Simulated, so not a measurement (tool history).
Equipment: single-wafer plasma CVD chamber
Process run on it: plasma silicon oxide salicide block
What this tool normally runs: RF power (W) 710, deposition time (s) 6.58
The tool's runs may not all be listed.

run,hour,RF power (W),deposition time (s),"read-back reference wafer on the same gauge, thickness_nm",mean film thickness on the monitor wafer (angstrom)
1,0,710,7.3,57.589,707.76
2,26.3,710,7.3,57.602,704.57
3,58.7,710,7.3,57.598,705.58
4,73,710,7.46,57.587,720.66
5,95,710,6.93,57.604,669.6
6,127.4,710,6.93,57.59,669.91
7,151.5,710,6.58,57.57,634.47
8,176,710,6.58,57.608,635.67
9,189.3,710,6.22,57.61,601.23
10,211.6,710,6.22,57.606,602.15
11,230.8,710,6.58,57.587,636.54
12,265.6,710,6.58,57.606,633.34
13,295.8,710,6.58,57.6,636.5
14,316.4,710,6.58,57.638,634.19
# hour 347.6: gauge calibrated
15,351.8,830,7.27,57.621,727.68
# hour 364.4: RF generator calibrated
16,377.6,710,5.58,57.6,546.17
17,411.5,710,6.58,57.594,644.43
18,444.8,760,7.16,57.618,711.08
19,468.1,710,7.75,57.614,756.17
# hour 479.3: showerhead replaced, of another model than before
20,486.6,710,6.58,57.562,645
21,499.7,600,7.02,57.598,673.81
22,523.6,825,7.79,57.606,773.99
23,544.7,610,6.58,57.602,631.9
24,567.1,710,6.58,57.6,644.6
25,602,585,7.9,57.568,756.78
26,617.5,710,7.46,57.646,729.96
27,652.9,750,6.01,57.608,590.02
28,684.7,660,7.67,57.581,745.42

What if the next run were any one of these 5? Each begins from the tool's condition after run 28:
A,685.1,710,6.58,?,?
B,685.1,845,7.35,?,?
C,685.1,710,6.15,?,?
D,685.1,650,5.76,?,?
E,685.1,630,5.5,?,?

run,"read-back reference wafer on the same gauge, thickness_nm",mean film thickness on the monitor wafer (angstrom)
A,57.597,641.42
B,57.597,731.57
C,57.597,599.5
D,57.597,556.04
E,57.597,529.18
Stripped of hidden state, with their random variation kept, the same runs would have yielded:
run,mean film thickness on the monitor wafer (angstrom)
A,644.61
B,735.21
C,602.49
D,558.8
E,531.81
